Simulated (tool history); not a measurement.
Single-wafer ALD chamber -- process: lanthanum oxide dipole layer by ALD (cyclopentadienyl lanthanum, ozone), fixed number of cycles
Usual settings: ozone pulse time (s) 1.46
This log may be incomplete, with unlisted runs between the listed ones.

run	hour	ozone pulse time (s)	wafers since the last listed run	hours since the last thermocouple change	hours since the last ozone generator service	hours since the showerhead was replaced	hours since the gauge calibration	read-back reference wafer on the same gauge, thickness_nm	mean film thickness on the monitor wafer (nm)
1	0	1.46	0	2646.4	536.5	4626.5	39.5	0.529	0.583
2	26.4	1.46	315	2672.8	562.9	4652.9	65.9	0.529	0.584
3	61	1.46	413	2707.4	597.5	4687.5	100.5	0.529	0.579
# hour 121.2: thermocouple changed; heater temperature recalibrated
4	131	1.46	740	9.8	667.5	4757.5	170.5	0.529	0.575
# hour 142.3: ozone generator serviced
# hour 154: showerhead replaced
5	159.1	1.46	144	37.9	16.8	5.1	198.6	0.529	0.594
6	175.9	1.46	200	54.7	33.6	21.9	215.4	0.529	0.589
# hour 178.2: gauge calibrated
7	190.6	1.34	175	69.4	48.3	36.6	12.4	0.529	0.585
8	205.7	1.89	180	84.5	63.4	51.7	27.5	0.529	0.606
9	221.6	2.01	189	100.4	79.3	67.6	43.4	0.529	0.611
10	248.4	1.46	320	127.2	106.1	94.4	70.2	0.529	0.591
11	280.7	1.46	385	159.5	138.4	126.7	102.5	0.529	0.588
12	314	1.85	397	192.8	171.7	160	135.8	0.529	0.607
13	331.9	1.46	213	210.7	189.6	177.9	153.7	0.529	0.591
14	347	1.01	180	225.8	204.7	193	168.8	0.529	0.555
15	370	1.13	274	248.8	227.7	216	191.8	0.529	0.569

3 ways to go on from here, each from the tool as it stands after run 15. What would each give?
A	370.4	1.46	4	249.2	228.1	216.4	192.2	?	?
B	370.4	1.96	4	249.2	228.1	216.4	192.2	?	?
C	370.4	1.63	4	249.2	228.1	216.4	192.2	?	?

run	read-back reference wafer on the same gauge, thickness_nm	mean film thickness on the monitor wafer (nm)
A	0.529	0.59
B	0.529	0.609
C	0.529	0.598
The same runs, with their run-to-run variation unchanged, on a tool lacking any hidden condition would have given:
run	mean film thickness on the monitor wafer (nm)
A	0.595
B	0.612
C	0.602
